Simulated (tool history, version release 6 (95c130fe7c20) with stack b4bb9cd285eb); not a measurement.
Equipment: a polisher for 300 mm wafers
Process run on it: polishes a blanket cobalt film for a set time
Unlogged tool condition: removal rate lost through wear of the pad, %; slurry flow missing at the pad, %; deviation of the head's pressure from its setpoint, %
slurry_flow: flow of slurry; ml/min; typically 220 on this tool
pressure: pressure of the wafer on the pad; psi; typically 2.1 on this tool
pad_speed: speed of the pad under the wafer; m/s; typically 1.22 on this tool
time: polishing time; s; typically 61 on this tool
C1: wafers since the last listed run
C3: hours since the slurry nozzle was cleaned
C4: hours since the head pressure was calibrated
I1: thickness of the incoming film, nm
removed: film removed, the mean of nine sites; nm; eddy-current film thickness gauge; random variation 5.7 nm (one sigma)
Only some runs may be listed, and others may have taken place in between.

Run 1, hour 0: usual settings but time 77 s; C1 0; wafers polished on this pad 1653; C3 109.6; C4 128.5; I1 1075.4. Result: removed 576.8 nm.
At hour 68.7: worn pad replaced by a new one.
Run 2, hour 69.2: usual settings but time 77 s; C1 441; wafers polished on this pad 3; C3 178.8; C4 197.7; I1 1081.5. Result: removed 561.8 nm.
Run 3, hour 122.4: usual settings but time 77 s; C1 360; wafers polished on this pad 363; C3 232; C4 250.9; I1 1087.3. Result: removed 562.3 nm.
Run 4, hour 187: usual settings but time 74 s; C1 437; wafers polished on this pad 800; C3 296.6; C4 315.5; I1 1097.4. Result: removed 532 nm.
Run 5, hour 246.1: usual settings but time 74 s; C1 399; wafers polished on this pad 1200; C3 355.7; C4 374.6; I1 1094.5. Result: removed 544.7 nm.
At hour 250.9: head pressure recalibrated.
Run 6, hour 342.3: usual settings but time 74 s; C1 637; wafers polished on this pad 1838; C3 451.9; C4 91.4; I1 1100.7. Result: removed 528.5 nm.
At hour 371.5: worn pad replaced by a new one.
Run 7, hour 414.3: usual settings; C1 460; wafers polished on this pad 289; C3 523.9; C4 163.4; I1 1071.3. Result: removed 429.3 nm.
Run 8, hour 457.9: usual settings but slurry_flow 240 ml/min; C1 295; wafers polished on this pad 584; C3 567.5; C4 207; I1 1097.6. Result: removed 440.3 nm.
Run 9, hour 520.6: usual settings but slurry_flow 240 ml/min; C1 424; wafers polished on this pad 1008; C3 630.2; C4 269.7; I1 1102.4. Result: removed 442.6 nm.
Run 10, hour 604.2: usual settings; C1 565; wafers polished on this pad 1574; C3 713.8; C4 353.3; I1 1070.8. Result: removed 432.2 nm.
At hour 647.1: head pressure recalibrated.
Run 11, hour 708.8: usual settings but time 47 s; C1 694; wafers polished on this pad 2268; C3 818.4; C4 61.7; I1 1092.3. Result: removed 331.2 nm.
At hour 716.3: worn pad replaced by a new one.
At hour 744.4: slurry nozzle cleaned.
Run 12, hour 775: usual settings; C1 414; wafers polished on this pad 390; C3 30.6; C4 127.9; I1 1091.4. Result: removed 419.9 nm.
Run 13, hour 866.1: usual settings but slurry_flow 275 ml/min, pad_speed 1.34 m/s, time 79 s; C1 616; wafers polished on this pad 1006; C3 121.7; C4 219; I1 1081. Result: removed 605.8 nm.
Run 14, hour 946.4: usual settings but pad_speed 1.04 m/s; C1 543; wafers polished on this pad 1550; C3 202; C4 299.3; I1 1082. Result: removed 342.1 nm.
Run 15, hour 1006.2: usual settings but pad_speed 0.84 m/s; C1 404; wafers polished on this pad 1954; C3 261.8; C4 359.1; I1 1095.7. Result: removed 276.8 nm.
At hour 1023.6: head pressure recalibrated.
At hour 1027.8: slurry nozzle cleaned, repeated, since the last time left the tool worse.
At hour 1039.8: worn pad replaced by a new one.
Run 16, hour 1100.8: usual settings but time 55 s; C1 592; wafers polished on this pad 413; C3 73; C4 77.2; I1 1070.7. Result: removed 401.3 nm.
Run 17, hour 1194.7: usual settings; C1 635; wafers polished on this pad 1048; C3 166.9; C4 171.1; I1 1090.7. Result: removed 451.7 nm.

Forecast run 18:
Run 18, hour 1297.1: usual settings but pressure 1.6 psi; C1 692; wafers polished on this pad 1741; C3 269.3; C4 273.5; I1 1098.5. Result: removed ?.

{"run 18": {"removed": 338.2}}
Minus the tool's unlogged condition, the same run would have read removed 342.4 nm.
